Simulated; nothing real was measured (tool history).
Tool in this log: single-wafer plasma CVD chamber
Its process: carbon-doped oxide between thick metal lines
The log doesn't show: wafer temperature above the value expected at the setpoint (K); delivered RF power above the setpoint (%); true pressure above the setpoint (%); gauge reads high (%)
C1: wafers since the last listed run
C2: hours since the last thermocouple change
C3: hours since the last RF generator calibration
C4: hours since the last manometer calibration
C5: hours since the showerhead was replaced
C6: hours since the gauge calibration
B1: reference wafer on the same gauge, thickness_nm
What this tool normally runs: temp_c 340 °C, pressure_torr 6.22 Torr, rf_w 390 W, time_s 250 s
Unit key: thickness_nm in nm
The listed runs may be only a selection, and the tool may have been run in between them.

run 1 day=0 | temp_c=340 pressure_torr=6.22 rf_w=390 time_s=250 | C1=0 C2=1249.2 C3=1037.8 C4=2756.1 C5=2095.5 C6=72.6 | B1=1289.453 | thickness_nm=1138.719
run 2 day=1.758 | temp_c=340 pressure_torr=6.22 rf_w=390 time_s=250 | C1=198 C2=1291.4 C3=1080 C4=2798.3 C5=2137.7 C6=114.8 | B1=1289.735 | thickness_nm=1136.9
run 3 day=5.104 | temp_c=340 pressure_torr=6.22 rf_w=390 time_s=250 | C1=377 C2=1371.7 C3=1160.3 C4=2878.6 C5=2218 C6=195.1 | B1=1290.832 | thickness_nm=1138.704
run 4 day=7.308 | temp_c=340 pressure_torr=6.22 rf_w=390 time_s=250 | C1=248 C2=1424.6 C3=1213.2 C4=2931.5 C5=2270.9 C6=248 | B1=1289.658 | thickness_nm=1138.472
run 5 day=9.896 | temp_c=335 pressure_torr=6.22 rf_w=390 time_s=250 | C1=291 C2=1486.7 C3=1275.3 C4=2993.6 C5=2333 C6=310.1 | B1=1288.781 | thickness_nm=1155.567
run 6 day=11.65 | temp_c=335 pressure_torr=6.22 rf_w=390 time_s=250 | C1=197 C2=1528.8 C3=1317.4 C4=3035.7 C5=2375.1 C6=352.2 | B1=1289.998 | thickness_nm=1153.945
run 7 day=14.771 | temp_c=335 pressure_torr=6.22 rf_w=390 time_s=250 | C1=351 C2=1603.7 C3=1392.3 C4=3110.6 C5=2450 C6=427.1 | B1=1289.992 | thickness_nm=1153.022
-- day=16.062 capacitance manometer re-zeroed and calibrated
run 8 day=18.012 | temp_c=353 pressure_torr=6.22 rf_w=390 time_s=250 | C1=327 C2=1681.5 C3=1470.1 C4=46.8 C5=2527.8 C6=504.9 | B1=1289.602 | thickness_nm=1088.748
run 9 day=21.062 | temp_c=329 pressure_torr=6.22 rf_w=390 time_s=250 | C1=343 C2=1754.7 C3=1543.3 C4=120 C5=2601 C6=578.1 | B1=1289.317 | thickness_nm=1176.994
run 10 day=25.046 | temp_c=340 pressure_torr=6.22 rf_w=390 time_s=250 | C1=448 C2=1850.3 C3=1638.9 C4=215.6 C5=2696.6 C6=673.7 | B1=1289.411 | thickness_nm=1129.59
-- day=26.092 gauge calibrated
-- day=26.458 RF generator calibrated
-- day=27.646 showerhead replaced
run 11 day=28.029 | temp_c=340 pressure_torr=6.22 rf_w=390 time_s=250 | C1=261 C2=1921.9 C3=37.7 C4=287.2 C5=9.2 C6=46.5 | B1=1288.983 | thickness_nm=1158.842
-- day=29.708 thermocouple changed; heater temperature recalibrated
run 12 day=31.642 | temp_c=354 pressure_torr=6.22 rf_w=390 time_s=250 | C1=369 C2=46.4 C3=124.4 C4=373.9 C5=95.9 C6=133.2 | B1=1289.732 | thickness_nm=1096.287
run 13 day=35.425 | temp_c=340 pressure_torr=6.22 rf_w=445 time_s=217 | C1=426 C2=137.2 C3=215.2 C4=464.7 C5=186.7 C6=224 | B1=1289.854 | thickness_nm=1090.213
run 14 day=39.742 | temp_c=340 pressure_torr=6.87 rf_w=390 time_s=250 | C1=486 C2=240.8 C3=318.8 C4=568.3 C5=290.3 C6=327.6 | B1=1290.31 | thickness_nm=1157.335
run 15 day=41.962 | temp_c=334 pressure_torr=5.14 rf_w=415 time_s=287 | C1=250 C2=294.1 C3=372.1 C4=621.6 C5=343.6 C6=380.9 | B1=1291.022 | thickness_nm=1338.476

4 ways to go on from here, each from the tool as it stands after run 15. What would each give?
run A day=41.983 | temp_c=340 pressure_torr=6.22 rf_w=455 time_s=250 | C1=2 C2=294.6 C3=372.6 C4=622.1 C5=344.1 C6=381.4 | B1=? | thickness_nm=?
run B day=41.983 | temp_c=334 pressure_torr=6.22 rf_w=355 time_s=250 | C1=2 C2=294.6 C3=372.6 C4=622.1 C5=344.1 C6=381.4 | B1=? | thickness_nm=?
run C day=41.983 | temp_c=327 pressure_torr=6.22 rf_w=390 time_s=250 | C1=2 C2=294.6 C3=372.6 C4=622.1 C5=344.1 C6=381.4 | B1=? | thickness_nm=?
run D day=41.983 | temp_c=344 pressure_torr=7.74 rf_w=390 time_s=250 | C1=2 C2=294.6 C3=372.6 C4=622.1 C5=344.1 C6=381.4 | B1=? | thickness_nm=?

run=A B1=1289.059 thickness_nm=1273.022
run=B B1=1289.059 thickness_nm=1088.222
run=C B1=1289.059 thickness_nm=1195.452
run=D B1=1289.059 thickness_nm=1155.362
Without the tool's unlogged condition, the same runs would have read:
run=A thickness_nm=1277.635
run=B thickness_nm=1092.347
run=C thickness_nm=1199.817
run=D thickness_nm=1159.547
